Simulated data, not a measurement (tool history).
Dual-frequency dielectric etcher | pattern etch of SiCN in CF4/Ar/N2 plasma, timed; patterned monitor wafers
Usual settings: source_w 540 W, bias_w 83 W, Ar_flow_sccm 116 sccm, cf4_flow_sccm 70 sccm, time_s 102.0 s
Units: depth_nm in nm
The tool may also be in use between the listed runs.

run,hour,source_w,bias_w,Ar_flow_sccm,cf4_flow_sccm,time_s,"read-back reference wafer on the same gauge, depth_nm",depth_nm
1,0.0,540,83,116,70,102.0,111.0,105.3
# hour 31.3: source power generator calibrated
2,31.8,540,68,116,58,102.0,110.9,95.7
3,45.3,540,68,116,58,102.0,111.0,96.2
4,79.4,660,83,116,70,102.0,111.0,120.3
# hour 134.8: upper electrode replaced
5,135.3,540,83,116,70,102.0,111.0,104.4
# hour 142.4: bias power generator calibrated
6,142.9,540,83,116,70,102.0,111.1,104.0
7,158.5,540,90,116,70,126.0,111.0,132.8
8,183.4,540,83,116,70,102.0,111.0,104.3
# hour 206.4: CF4 flow controller replaced
9,206.9,660,99,116,64,116.5,111.0,144.5
10,229.8,540,83,116,65,102.0,111.0,103.1
# hour 236.4: gauge calibrated
11,251.9,540,83,125,78,102.0,111.0,104.7
# hour 278.4: Ar flow controller replaced
# hour 298.6: wet clean of the chamber
12,299.1,540,74,116,70,121.0,111.0,120.7
13,305.3,440,83,127,80,72.5,111.1,65.9
14,409.7,630,83,116,59,102.0,111.0,114.0
15,428.2,650,83,116,70,102.0,111.0,120.3
16,450.1,590,83,116,70,102.0,111.0,111.4
17,482.0,540,83,116,70,102.0,111.0,104.7
18,511.8,500,83,89,83,122.5,110.9,126.0
19,530.4,460,101,116,70,131.5,111.0,129.4
20,552.2,540,83,116,53,124.0,111.0,122.7
21,564.5,420,83,116,65,102.0,111.0,87.4

The same runs without the tool's hidden state, with the same run-to-run variation:
The hidden state here: etch rate over this chamber's usual, %; source power that arrives over what is set, %; bias power that arrives over what is set, %; Ar flow that arrives over what is set, %; CF4 flow that arrives over what is set, %; gauge reads high (%).
run,depth_nm
1,106.1
2,96.5
3,97.0
4,121.4
5,105.5
6,105.1
7,134.2
8,105.5
9,146.3
10,104.4
11,106.0
12,121.0
13,66.0
14,114.5
15,120.8
16,112.0
17,105.3
18,126.9
19,130.2
20,123.6
21,88.0
